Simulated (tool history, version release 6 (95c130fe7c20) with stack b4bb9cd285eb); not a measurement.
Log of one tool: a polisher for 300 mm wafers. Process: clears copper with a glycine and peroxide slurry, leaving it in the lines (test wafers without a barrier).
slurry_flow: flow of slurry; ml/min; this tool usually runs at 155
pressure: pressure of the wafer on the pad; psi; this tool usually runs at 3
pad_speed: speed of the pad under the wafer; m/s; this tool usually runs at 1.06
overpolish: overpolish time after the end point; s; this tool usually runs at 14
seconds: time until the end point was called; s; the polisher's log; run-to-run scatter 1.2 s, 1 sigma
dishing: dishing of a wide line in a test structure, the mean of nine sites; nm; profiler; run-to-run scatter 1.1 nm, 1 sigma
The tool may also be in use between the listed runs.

run    hour  slurry_flow  pressure  pad_speed  overpolish  wafers since the last listed run  wafers polished on this pad  hours since the slurry nozzle was cleaned  hours since the head pressure was calibrated  incoming thickness of the incoming film, nm  seconds  dishing
  1       0          155         3       1.06          14                                 0                         2302                                      205.3                                         785.5                                          855    123.6     48.5
  2    85.6          155         3       1.06          14                               399                         2701                                      290.9                                         871.1                                        858.6    130.7     46.7
  3   145.8          155         3       1.06          14                               281                         2983                                      351.1                                         931.3                                        855.3    132.7     46.9
      166.9  -- head pressure recalibrated
  4   195.7          155       3.8       1.06          14                               223                         3206                                        401                                          28.8                                        859.6    111.2     55.5
      204.4  -- worn pad replaced by a new one
  5   302.2          135         3       1.06          14                               478                          456                                      507.5                                         135.3                                        876.5    142.7     44.2
  6   394.2          135         3       1.06          14                               429                          886                                      599.5                                         227.3                                        858.8    138.5     45.9
      453.9  -- slurry nozzle cleaned
  7   534.4          155         3       1.06          11                               650                         1536                                       80.5                                         367.5                                        858.9    121.2       41
  8   594.7          155         3       1.06          14                               281                         1818                                      140.8                                         427.8                                        850.3    123.5     49.7
  9   686.2          155         3       1.06          14                               427                         2245                                      232.3                                         519.3                                        843.3    127.5     47.4
 10   771.9          155         3       1.06          14                               400                         2645                                        318                                           605                                          855    132.9     48.7
      855.5  -- worn pad replaced by a new one
 11   875.6          155         3       0.92          14                               465                           93                                      421.7                                         708.7                                          855    150.8     43.4
 12   962.4          155         3       0.92          14                               405                          499                                      508.5                                         795.5                                        875.6    158.5     43.6
      975.8  -- head pressure recalibrated
 13  1064.1          155         3       0.92          14                               465                          964                                      610.2                                          88.3                                          869    155.5     41.9
 14  1139.3          185         3       1.06          17                               351                         1315                                      685.4                                         163.5                                        862.2    130.7     55.2
     1147.3  -- slurry nozzle cleaned
 15    1198          185         3       1.06          17                               269                         1585                                       50.7                                         222.2                                        860.5    116.5     57.9
 16  1247.7          120         3       1.06          14                               232                         1817                                      100.4                                         271.9                                        865.6    129.6     48.4
 17  1354.2          155         3       1.06          14                               497                         2314                                      206.9                                         378.4                                        869.9    131.7     49.2
 18  1432.4          140         3       1.32          14                               365                         2680                                      285.1                                         456.6                                        866.3    110.6     55.4
 19    1507          155         3       1.06          14                               348                         3028                                      359.7                                         531.2                                        855.9      130       46
     1537.1  -- worn pad replaced by a new one
 20  1565.9          155         3        0.8          10                               256                          134                                      418.6                                         590.1                                        851.2    169.6     30.6
 21  1626.4          205       3.7       0.94          16                               282                          417                                      479.1                                         650.6                                        866.9    119.1     56.5
 22  1722.7          185         3        0.8          14                               449                          866                                      575.4                                         746.9                                        867.9    165.8     41.9
       1758  -- head pressure recalibrated
 23  1814.5          155         3       1.06          14                               419                         1286                                      667.2                                          56.5                                        865.6    137.4     45.6
     1862.2  -- slurry nozzle cleaned
 24  1879.9          130       3.3       0.78           8                               300                         1587                                       17.7                                         121.9                                          875    152.2     27.8
 25  1918.5          135         3       1.06           8                               180                         1767                                       56.3                                         160.5                                        864.1      127     32.6
 26  2033.2          155         3       0.86          14                               535                         2303                                        171                                         275.2                                        851.9    150.7     43.6
 27  2090.2          155         3       1.42          18                               266                         2569                                        228                                         332.2                                        842.4     99.2     65.2
     2132.5  -- worn pad replaced by a new one
 28  2145.4          190       3.4       1.42          14                               239                           60                                      283.2                                         387.4                                          847     86.2     62.4
 29  2392.5          155         3       1.06          14                              1154                         1214                                      530.3                                         634.5                                        852.3    133.7     45.6
 30    2439          155         3       1.06          14                               217                         1431                                      576.8                                           681                                        860.1      139     46.2
 31    2542          155         3        1.2          14                               481                         1912                                      679.8                                           784                                        861.5    123.5     49.9
       2590  -- slurry nozzle cleaned
     2704.2  -- head pressure recalibrated
     2771.3  -- worn pad replaced by a new one
 32  2771.8          155       3.9       1.06          14                              1040                            2                                      181.8                                          67.6                                        851.9      103     58.4
 33  2824.5          185       2.3       1.18          22                               246                          248                                      234.5                                         120.3                                        857.9    135.4     60.9

Each row is a separate what-if for the run after 33, all from the same tool condition, not one after another. Results?
  A  2825          155         3       1.06          14                                 2                          250                                        235                                         120.8                                          852        ?        ?
  B  2825          155         3        0.7           8                                 2                          250                                        235                                         120.8                                          852        ?        ?
  C  2825          155         3        0.7          12                                 2                          250                                        235                                         120.8                                          852        ?        ?
  D  2825          180       3.3       1.06          21                                 2                          250                                        235                                         120.8                                          852        ?        ?
  E  2825          155       2.5        1.2          20                                 2                          250                                        235                                         120.8                                          852        ?        ?

run  seconds  dishing
  A    124.3     50.7
  B    174.1     24.7
  C    174.1       35
  D    111.7       71
  E      128       62
The same runs, with their run-to-run variation unchanged, on a tool lacking any hidden condition would have given:
run  seconds  dishing
  A    115.4     53.4
  B    161.7     26.4
  C    161.7     37.2
  D    104.8     73.6
  E    118.8     64.8

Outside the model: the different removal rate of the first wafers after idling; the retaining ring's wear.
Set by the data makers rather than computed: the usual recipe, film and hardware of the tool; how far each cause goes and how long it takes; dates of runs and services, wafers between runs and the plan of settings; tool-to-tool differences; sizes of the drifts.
